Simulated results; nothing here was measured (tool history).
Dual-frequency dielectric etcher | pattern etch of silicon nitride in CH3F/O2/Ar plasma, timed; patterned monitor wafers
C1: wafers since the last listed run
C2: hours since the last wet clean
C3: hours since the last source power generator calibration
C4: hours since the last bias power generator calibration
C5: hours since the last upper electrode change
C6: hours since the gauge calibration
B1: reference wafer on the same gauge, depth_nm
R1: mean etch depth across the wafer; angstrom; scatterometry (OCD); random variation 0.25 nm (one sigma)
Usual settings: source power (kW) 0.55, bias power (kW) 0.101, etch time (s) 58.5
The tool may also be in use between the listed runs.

{"run": 1, "day": 0.0, "source power (kW)": 0.55, "bias power (kW)": 0.101, "etch time (s)": 58.5, "C1": 0, "C2": 299.9, "C3": 1998.5, "C4": 4213.2, "C5": 3807.7, "C6": 252.7, "B1": 56.9, "R1": 590}
{"run": 2, "day": 0.667, "source power (kW)": 0.55, "bias power (kW)": 0.101, "etch time (s)": 58.5, "C1": 133, "C2": 315.9, "C3": 2014.5, "C4": 4229.2, "C5": 3823.7, "C6": 268.7, "B1": 56.9, "R1": 587}
{"run": 3, "day": 1.296, "source power (kW)": 0.55, "bias power (kW)": 0.101, "etch time (s)": 58.5, "C1": 126, "C2": 331, "C3": 2029.6, "C4": 4244.3, "C5": 3838.8, "C6": 283.8, "B1": 56.9, "R1": 590}
{"run": 4, "day": 2.054, "source power (kW)": 0.55, "bias power (kW)": 0.101, "etch time (s)": 58.5, "C1": 151, "C2": 349.2, "C3": 2047.8, "C4": 4262.5, "C5": 3857, "C6": 302, "B1": 57, "R1": 586}
{"run": 5, "day": 3.046, "source power (kW)": 0.5, "bias power (kW)": 0.101, "etch time (s)": 58.5, "C1": 198, "C2": 373, "C3": 2071.6, "C4": 4286.3, "C5": 3880.8, "C6": 325.8, "B1": 56.8, "R1": 568}
{"run": 6, "day": 4.179, "source power (kW)": 0.5, "bias power (kW)": 0.101, "etch time (s)": 58.5, "C1": 227, "C2": 400.2, "C3": 2098.8, "C4": 4313.5, "C5": 3908, "C6": 353, "B1": 56.9, "R1": 571}
{"run": 7, "day": 5.525, "source power (kW)": 0.55, "bias power (kW)": 0.101, "etch time (s)": 51.5, "C1": 269, "C2": 432.5, "C3": 2131.1, "C4": 4345.8, "C5": 3940.3, "C6": 385.3, "B1": 56.9, "R1": 523}
{"run": 8, "day": 6.258, "source power (kW)": 0.55, "bias power (kW)": 0.101, "etch time (s)": 51.5, "C1": 146, "C2": 450.1, "C3": 2148.7, "C4": 4363.4, "C5": 3957.9, "C6": 402.9, "B1": 56.9, "R1": 519}
{"run": 9, "day": 7.396, "source power (kW)": 0.55, "bias power (kW)": 0.101, "etch time (s)": 51.5, "C1": 227, "C2": 477.4, "C3": 2176, "C4": 4390.7, "C5": 3985.2, "C6": 430.2, "B1": 57, "R1": 521}
{"run": 10, "day": 8.55, "source power (kW)": 0.55, "bias power (kW)": 0.101, "etch time (s)": 58.5, "C1": 231, "C2": 505.1, "C3": 2203.7, "C4": 4418.4, "C5": 4012.9, "C6": 457.9, "B1": 57, "R1": 598}
{"run": 11, "day": 9.658, "source power (kW)": 0.55, "bias power (kW)": 0.101, "etch time (s)": 58.5, "C1": 222, "C2": 531.7, "C3": 2230.3, "C4": 4445, "C5": 4039.5, "C6": 484.5, "B1": 56.9, "R1": 597}
{"run": 12, "day": 10.158, "source power (kW)": 0.68, "bias power (kW)": 0.101, "etch time (s)": 73.5, "C1": 100, "C2": 543.7, "C3": 2242.3, "C4": 4457, "C5": 4051.5, "C6": 496.5, "B1": 57, "R1": 809}
{"run": 13, "day": 10.817, "source power (kW)": 0.65, "bias power (kW)": 0.113, "etch time (s)": 73, "C1": 131, "C2": 559.5, "C3": 2258.1, "C4": 4472.8, "C5": 4067.3, "C6": 512.3, "B1": 57, "R1": 834}
{"day": 10.896, "done": "gauge calibrated"}
{"day": 11.896, "done": "wet clean of the chamber"}
{"run": 14, "day": 11.917, "source power (kW)": 0.59, "bias power (kW)": 0.125, "etch time (s)": 41, "C1": 20, "C2": 0.5, "C3": 2284.5, "C4": 4499.2, "C5": 4093.7, "C6": 24.5, "B1": 56.9, "R1": 427}
{"run": 15, "day": 11.933, "source power (kW)": 0.67, "bias power (kW)": 0.078, "etch time (s)": 74, "C1": 3, "C2": 0.9, "C3": 2284.9, "C4": 4499.6, "C5": 4094.1, "C6": 24.9, "B1": 56.9, "R1": 649}
{"run": 16, "day": 12.738, "source power (kW)": 0.55, "bias power (kW)": 0.101, "etch time (s)": 58.5, "C1": 161, "C2": 20.2, "C3": 2304.2, "C4": 4518.9, "C5": 4113.4, "C6": 44.2, "B1": 56.9, "R1": 540}

Forecast run 17:
{"day": 14.55, "done": "bias power generator calibrated"}
{"day": 14.592, "done": "upper electrode replaced"}
{"day": 14.775, "done": "wet clean of the chamber, repeated, since the last time left the tool worse"}
{"run": 17, "day": 14.796, "source power (kW)": 0.55, "bias power (kW)": 0.112, "etch time (s)": 58.5, "C1": 333, "C2": 0.5, "C3": 2353.6, "C4": 5.9, "C5": 4.9, "C6": 93.6, "B1": "?", "R1": "?"}

{"run 17": {"B1": 56.9, "R1": 603}}
Without the tool's hidden state the same run would have given R1 604 angstrom.
